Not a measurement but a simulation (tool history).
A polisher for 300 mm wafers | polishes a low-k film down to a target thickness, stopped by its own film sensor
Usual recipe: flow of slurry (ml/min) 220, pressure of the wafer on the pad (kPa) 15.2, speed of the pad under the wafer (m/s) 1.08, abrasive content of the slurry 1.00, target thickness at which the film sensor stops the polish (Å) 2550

run	hour	flow of slurry (ml/min)	pressure of the wafer on the pad (kPa)	speed of the pad under the wafer (m/s)	abrasive content of the slurry	target thickness at which the film sensor stops the polish (Å)	incoming thickness of the incoming film, nm	time until the film sensor stopped the polish (s)
1	0.0	220	15.2	1.08	1.10	2550	326.9	182.1
# hour 28.5: worn pad replaced by a new one
2	71.8	220	15.2	1.08	1.10	2550	329.3	200.0
3	116.3	255	15.2	1.08	1.00	2310	334.4	285.0
# hour 145.9: conditioning disc replaced and pad reconditioned
4	166.6	220	15.2	1.08	1.00	2550	329.6	189.9
5	195.7	220	15.2	1.08	1.00	2550	335.1	195.4
6	240.7	280	15.2	1.08	1.00	2620	334.2	174.9
7	278.9	220	11.7	1.08	0.85	2350	332.9	320.8
8	323.7	220	12.4	1.44	0.75	2710	332.9	158.7
9	371.1	220	15.2	1.08	0.70	2620	327.5	190.8
# hour 397.0: slurry nozzle cleaned
10	422.7	220	15.2	1.08	1.00	2550	331.7	208.5
# hour 450.3: slurry blender recalibrated
11	456.5	220	15.2	1.08	1.00	2550	329.2	199.4
# hour 482.0: worn pad replaced by a new one
12	516.4	265	15.2	1.36	1.00	2550	324.8	164.7
13	560.1	220	15.2	1.08	1.00	2550	331.7	221.6
# hour 586.8: conditioning disc replaced and pad reconditioned
# hour 618.2: head pressure recalibrated
14	645.2	220	15.2	1.08	1.10	2550	330.0	176.5
15	743.3	220	13.1	1.20	1.25	2370	331.7	233.1
16	777.0	220	15.2	0.84	1.30	2550	331.2	217.5
17	834.1	220	15.2	1.08	1.00	2550	325.8	183.3
18	900.7	255	9.7	1.08	1.00	2550	336.9	301.4
19	925.2	220	15.2	1.08	1.00	2550	329.0	199.8
# hour 934.7: slurry nozzle cleaned
# hour 945.4: slurry blender recalibrated
# hour 975.3: worn pad replaced by a new one
20	980.3	195	11.0	1.26	1.00	2550	325.7	232.6
21	1035.6	220	15.2	1.08	0.80	2550	332.7	250.1
# hour 1066.3: conditioning disc replaced and pad reconditioned
22	1082.2	220	15.2	1.08	1.00	2550	331.0	185.0
23	1147.6	220	15.2	1.42	1.00	2740	329.4	111.4
24	1181.6	220	12.4	1.08	1.00	2320	329.2	288.1
25	1236.7	220	15.2	1.08	0.80	2350	329.5	267.6

4 ways to go on from here, each from the tool as it stands after run 25. What would each give?
A	1237.2	220	15.2	1.08	1.00	2390	329.4	?
B	1237.2	285	17.2	1.08	1.15	2320	329.4	?
C	1237.2	165	15.2	1.30	0.70	2550	329.4	?
D	1237.2	160	15.2	1.34	1.00	2550	329.4	?

run	time until the film sensor stopped the polish (s)
A	237.5
B	215.8
C	198.1
D	172.8
Take away the tool's hidden state, keep each run's random variation, and the runs would have read:
run	time until the film sensor stopped the polish (s)
A	227.2
B	205.7
C	188.1
D	163.9

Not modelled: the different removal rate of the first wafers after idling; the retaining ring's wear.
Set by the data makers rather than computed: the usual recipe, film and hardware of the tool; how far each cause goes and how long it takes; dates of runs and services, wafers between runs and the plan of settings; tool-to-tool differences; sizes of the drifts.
